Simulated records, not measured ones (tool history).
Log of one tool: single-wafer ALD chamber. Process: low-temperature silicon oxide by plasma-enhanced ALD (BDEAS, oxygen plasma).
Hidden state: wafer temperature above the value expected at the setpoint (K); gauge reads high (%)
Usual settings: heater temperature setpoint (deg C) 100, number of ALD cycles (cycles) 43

run     day  heater temperature setpoint (deg C)  number of ALD cycles (cycles)  wafers since the last listed run  hours since the last thermocouple change  hours since the gauge calibration  read-back reference wafer on the same gauge, thickness_nm  mean film thickness on the monitor wafer (nm)
  1   0.000                                  100                             43                                 0                                     550.5                              671.6                                                      5.749                                          5.518
  2   2.021                                  100                             43                               393                                     599.0                              720.1                                                      5.750                                          5.497
  3   4.300                                  100                             43                               444                                     653.7                              774.8                                                      5.750                                          5.496
  4  11.954                                  100                             43                              1492                                     837.4                              958.5                                                      5.747                                          5.495
  5  13.521                                  100                             43                               305                                     875.0                              996.1                                                      5.751                                          5.486
  6  16.342                                  112                             50                               549                                     942.7                             1063.8                                                      5.751                                          6.231
  7  18.671                                  112                             50                               454                                     998.6                             1119.7                                                      5.747                                          6.236
  8  20.733                                  112                             50                               402                                    1048.1                             1169.2                                                      5.750                                          6.240
  9  22.638                                  100                             43                               371                                    1093.8                             1214.9                                                      5.748                                          5.515
 10  23.838                                  100                             43                               233                                    1122.6                             1243.7                                                      5.749                                          5.509
 11  24.975                                  100                             43                               221                                    1149.9                             1271.0                                                      5.748                                          5.488
     30.321  -- gauge calibrated
 12  31.462                                  100                             43                              1264                                    1305.6                               27.4                                                      5.751                                          5.486
 13  34.175                                  100                             43                               528                                    1370.7                               92.5                                                      5.752                                          5.499
 14  36.750                                  100                             43                               502                                    1432.5                              154.3                                                      5.748                                          5.508
 15  38.062                                  100                             43                               255                                    1464.0                              185.8                                                      5.747                                          5.497
 16  40.467                                  100                             43                               468                                    1521.7                              243.5                                                      5.750                                          5.504
     48.138  -- thermocouple changed; heater temperature recalibrated
 17  48.158                                  106                             43                              1434                                       0.5                              428.1                                                      5.751                                          5.473
 18  50.550                                  100                             43                               466                                      57.9                              485.5                                                      5.750                                          5.532
 19  51.967                                  100                             46                               276                                      91.9                              519.5                                                      5.747                                          5.916
 20  53.333                                  100                             43                               266                                     124.7                              552.3                                                      5.750                                          5.535
 21  59.842                                  100                             49                              1268                                     280.9                              708.5                                                      5.747                                          6.273
 22  62.512                                  112                             38                               520                                     345.0                              772.6                                                      5.748                                          4.743
 23  64.338                                   93                             50                               355                                     388.8                              816.4                                                      5.748                                          6.553
 24  66.442                                  107                             39                               410                                     439.3                              866.9                                                      5.752                                          4.921
 25  69.275                                  112                             35                               552                                     507.3                              934.9                                                      5.749                                          4.376
 26  70.696                                   92                             47                               276                                     541.4                              969.0                                                      5.750                                          6.160
 27  72.354                                  100                             40                               323                                     581.2                             1008.8                                                      5.750                                          5.126
 28  75.158                                   93                             51                               546                                     648.5                             1076.1                                                      5.749                                          6.654
 29  76.875                                  100                             43                               334                                     689.7                             1117.3                                                      5.748                                          5.490
 30  78.333                                   88                             37                               284                                     724.7                             1152.3                                                      5.751                                          4.910
 31  80.496                                  100                             43                               421                                     776.6                             1204.2                                                      5.751                                          5.499
 32  83.075                                   91                             50                               502                                     838.5                             1266.1                                                      5.748                                          6.536

The tool's hidden state at each run:
gauge reads high (%): 0 in every run
H1: wafer temperature above the value expected at the setpoint (K)
run    H1
  1  3.79
  2  3.99
  3  4.19
  4  4.76
  5  4.86
  6  5.02
  7  5.15
  8  5.25
  9  5.33
 10  5.38
 11  5.43
 12  5.66
 13  5.74
 14  5.81
 15  5.85
 16   5.9
 17  1.18
 18  1.71
 19     2
 20  2.26
 21  3.37
 22  3.75
 23  3.99
 24  4.25
 25  4.57
 26  4.72
 27  4.88
 28  5.13
 29  5.28
 30  5.39
 31  5.55
 32  5.73

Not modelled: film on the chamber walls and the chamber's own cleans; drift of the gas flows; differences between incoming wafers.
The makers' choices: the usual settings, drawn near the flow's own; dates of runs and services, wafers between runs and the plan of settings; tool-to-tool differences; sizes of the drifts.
